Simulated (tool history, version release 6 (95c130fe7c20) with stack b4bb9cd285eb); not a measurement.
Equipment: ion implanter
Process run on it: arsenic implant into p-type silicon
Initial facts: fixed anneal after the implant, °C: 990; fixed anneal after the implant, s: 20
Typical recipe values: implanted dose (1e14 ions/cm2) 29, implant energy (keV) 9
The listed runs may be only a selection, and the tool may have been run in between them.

run     day  implanted dose (1e14 ions/cm2)  implant energy (keV)  wafers since the last listed run  hours since the last dose calibration  hours since the extraction supply was calibrated  hours since the gauge calibration  read-back reference wafer on the same gauge, sheet resistance  sheet resistance of the implanted and annealed layer (ohm/square)
  1       0                              29                     9                                 0                                 1402.7                                            1346.1                              498.6                                                         125.89                                                             149.42
  2   2.608                              29                     9                              1209                                 1465.3                                            1408.7                              561.2                                                            126                                                             149.86
  3   6.988                              29                     9                              2030                                 1570.4                                            1513.8                              666.3                                                         126.03                                                             150.04
  4  11.204                              29                     7                              1954                                 1671.6                                              1615                              767.5                                                         126.16                                                             155.61
  5   13.15                              29                     7                               902                                 1718.3                                            1661.7                              814.2                                                         126.14                                                             155.87
  6  15.792                              29                     7                              1224                                 1781.7                                            1725.1                              877.6                                                         126.16                                                              156.2
      16.25  -- Faraday cup replaced and dose calibrated
  7  17.833                           24.96                    11                               791                                     38                                            1774.1                              926.6                                                         126.19                                                             147.02
  8  19.379                           24.96                    11                               716                                   75.1                                            1811.2                              963.7                                                         126.21                                                              146.8
  9  23.058                              29                     9                              1705                                  163.4                                            1899.5                               1052                                                         126.23                                                             150.13
     24.858  -- gauge calibrated
 10  27.221                              29                     6                              1929                                  263.3                                            1999.4                               56.7                                                         125.16                                                             158.46
 11  29.946                           23.74                   7.5                              1263                                  328.7                                            2064.8                              122.1                                                         125.34                                                             157.82
 12  32.842                              29                     9                              1342                                  398.2                                            2134.3                              191.6                                                         125.51                                                             148.86
     35.912  -- extraction supply calibrated
 13  39.521                              29                     9                              2941                                  558.5                                              86.6                              351.9                                                         125.73                                                             149.39
 14  41.112                            36.4                     8                               737                                  596.7                                             124.8                              390.1                                                         125.86                                                             148.09
 15  45.533                           31.34                     7                              2049                                  702.8                                             230.9                              496.2                                                         125.95                                                              154.2
 16  48.671                            24.8                     8                              1454                                  778.1                                             306.2                              571.5                                                         126.08                                                             155.94
 17  52.129                           34.64                    10                              1603                                  861.1                                             389.2                              654.5                                                         126.06                                                             143.54

Consider 4 possible next runs. They are alternatives, not a sequence: every one starts from the tool as it was left by run 17. What does each give?
  A  52.146                              29                     9                                 7                                  861.5                                             389.6                              654.9                                                              ?                                                                  ?
  B  52.146                           24.65                     7                                 7                                  861.5                                             389.6                              654.9                                                              ?                                                                  ?
  C  52.146                           33.24                     8                                 7                                  861.5                                             389.6                              654.9                                                              ?                                                                  ?
  D  52.146                           22.26                    11                                 7                                  861.5                                             389.6                              654.9                                                              ?                                                                  ?

run  read-back reference wafer on the same gauge, sheet resistance  sheet resistance of the implanted and annealed layer (ohm/square)
  A                                                         126.13                                                             149.95
  B                                                         126.13                                                             159.81
  C                                                         126.13                                                             150.25
  D                                                         126.13                                                             149.39
Without the tool's hidden state the same runs would have given:
run  sheet resistance of the implanted and annealed layer (ohm/square)
  A                                                             148.66
  B                                                             158.44
  C                                                             148.96
  D                                                              148.1
